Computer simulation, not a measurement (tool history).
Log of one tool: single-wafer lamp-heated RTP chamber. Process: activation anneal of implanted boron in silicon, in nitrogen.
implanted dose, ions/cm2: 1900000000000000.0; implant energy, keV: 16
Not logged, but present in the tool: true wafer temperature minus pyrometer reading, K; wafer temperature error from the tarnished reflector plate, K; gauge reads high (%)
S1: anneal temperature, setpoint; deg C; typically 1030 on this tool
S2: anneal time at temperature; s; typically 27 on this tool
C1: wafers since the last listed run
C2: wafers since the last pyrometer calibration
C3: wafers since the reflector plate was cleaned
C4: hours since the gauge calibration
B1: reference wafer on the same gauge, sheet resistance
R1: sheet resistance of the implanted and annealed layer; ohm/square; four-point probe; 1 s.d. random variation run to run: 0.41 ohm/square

run     day    S1  S2   C1    C2     C3     C4     B1     R1
  1       0  1008  27    0    99   7173  257.8  59.19  78.54
      0.125  -- gauge calibrated
  2   0.917  1008  27  353   453   7526     19  59.29  78.11
  3   1.971  1030  27  406   859   7933   44.3  59.31  73.22
  4   3.075  1030  27  425  1285   8358   70.8  59.28  71.99
      4.033  -- pyrometer window cleaned and pyrometer calibrated
  5   4.054  1030  27  248     7   8607   94.3  59.17  73.62
  6   4.662  1030  27  234   241   8842  108.9   59.3  73.47
  7   5.258  1030  27  229   471   9072  123.2  59.21  73.69
  8   6.183  1008  19  356   828   9428  145.4  59.36   80.4
  9   6.738  1008  19  213  1041   9642  158.7  59.41  78.95
      8.342  -- pyrometer window cleaned and pyrometer calibrated
 10   8.362  1008  19  497     8  10140  197.7  59.33  80.21
 11   9.496  1037  27  436   445  10577  224.9  59.35  71.45
 12  10.371  1030  27  337   783  10914  245.9  59.32  72.74
 13  11.412  1053  43  401  1184  11316  270.9   59.3  65.46
 14  12.379  1044  12  372  1557  11689  294.1  59.26  71.34
     12.896  -- pyrometer window cleaned and pyrometer calibrated
     13.717  -- gauge calibrated
 15  13.738  1030  27  395   324  12084    0.5  59.42  72.87
 16  14.621  1056  15  340   664  12424   21.7  59.26   69.1
 17  15.496  1030  27  337  1002  12762   42.7   59.2  72.37
      16.75  -- reflector plate cleaned
 18  16.767  1030  27  361  1363      5   73.2  59.36  71.42
     17.696  -- pyrometer window cleaned and pyrometer calibrated
 19  17.962  1059  18  332   103    338  101.9  59.35  67.93
 20  19.246  1055  35  494   598    833  132.7  59.29  66.55
 21  20.008  1016  37  293   892   1127    151  59.36  74.33
 22    20.6  1058  31  228  1120   1355  165.2  59.27  65.47
     21.483  -- pyrometer window cleaned and pyrometer calibrated
 23  21.504  1030  27  220     8   1575  186.9  59.34   73.8

The same runs without the tool's hidden state, with the same run-to-run variation:
run     R1
  1  78.69
  2  78.47
  3  73.88
  4  73.32
  5  73.71
  6   73.6
  7  73.95
  8   81.3
  9  80.26
 10  80.67
 11  71.89
 12  73.52
 13   66.8
 14  73.25
 15  73.31
 16  69.67
 17  73.48
 18  73.42
 19   68.1
 20  67.01
 21  75.28
 22   66.6
 23  74.22
